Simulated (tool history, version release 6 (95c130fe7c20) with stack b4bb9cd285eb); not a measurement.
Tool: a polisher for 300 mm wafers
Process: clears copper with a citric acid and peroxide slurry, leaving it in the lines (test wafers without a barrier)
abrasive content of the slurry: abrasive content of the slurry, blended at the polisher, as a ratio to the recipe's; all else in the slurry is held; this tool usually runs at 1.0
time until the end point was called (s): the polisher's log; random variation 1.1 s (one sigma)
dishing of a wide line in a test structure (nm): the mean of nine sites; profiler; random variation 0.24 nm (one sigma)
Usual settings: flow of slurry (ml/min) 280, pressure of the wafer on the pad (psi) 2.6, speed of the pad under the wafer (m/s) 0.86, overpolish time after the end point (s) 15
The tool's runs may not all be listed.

run,day,flow of slurry (ml/min),pressure of the wafer on the pad (psi),speed of the pad under the wafer (m/s),abrasive content of the slurry,overpolish time after the end point (s),wafers since the last listed run,wafers polished on this pad,hours since the slurry nozzle was cleaned,hours since the head pressure was calibrated,hours since the slurry blender was calibrated,"incoming thickness of the incoming film, nm",time until the end point was called (s),dishing of a wide line in a test structure (nm)
1,0.000,280,2.6,0.86,1.0,18,0,437,533.8,823.7,98.4,198.9,112.5,24.4
2,0.683,280,2.6,1.06,1.0,15,123,560,550.2,840.1,114.8,192.4,91.4,24.6
3,1.288,280,2.6,0.98,1.0,9,109,670,564.7,854.6,129.3,196.4,101.4,14.1
4,1.929,280,2.6,0.98,1.0,9,116,786,580.1,870.0,144.7,193.6,99.9,13.9
5,3.996,280,2.6,0.86,1.0,15,374,1160,629.7,919.6,194.3,194.6,112.9,20.1
6,4.625,280,2.6,0.86,1.0,15,113,1274,644.8,934.7,209.4,193.8,113.6,20.2
# day 5.150: head pressure recalibrated
7,5.221,280,2.6,0.86,1.0,15,92,1367,659.1,1.7,223.7,195.6,112.9,19.7
# day 5.521: worn pad replaced by a new one
8,5.688,280,2.6,0.86,1.0,15,54,29,670.3,12.9,234.9,194.4,103.3,21.6
# day 6.250: slurry blender recalibrated
9,6.392,280,2.6,0.86,1.0,15,112,142,687.2,29.8,3.4,191.8,104.5,20.9
10,7.296,280,2.6,0.86,1.0,15,163,306,708.9,51.5,25.1,194.9,107.7,21.0
11,7.696,280,2.6,0.86,1.0,15,72,378,718.5,61.1,34.7,191.5,111.0,20.5
# day 8.708: slurry nozzle cleaned
12,9.750,280,2.6,0.86,1.0,15,364,743,25.0,110.4,84.0,195.7,113.1,20.1
13,10.267,280,2.6,1.10,1.0,15,93,836,37.4,122.8,96.4,195.2,89.3,24.7

Run 14 has not been measured yet. What should we expect?
14,10.667,280,2.6,0.74,0.8,15,72,909,47.0,132.4,106.0,197.1,?,?

time until the end point was called (s): 134.6
dishing of a wide line in a test structure (nm): 17.4
Without the tool's hidden state the same run would have given time until the end point was called (s) 122.1, dishing of a wide line in a test structure (nm) 19.0.

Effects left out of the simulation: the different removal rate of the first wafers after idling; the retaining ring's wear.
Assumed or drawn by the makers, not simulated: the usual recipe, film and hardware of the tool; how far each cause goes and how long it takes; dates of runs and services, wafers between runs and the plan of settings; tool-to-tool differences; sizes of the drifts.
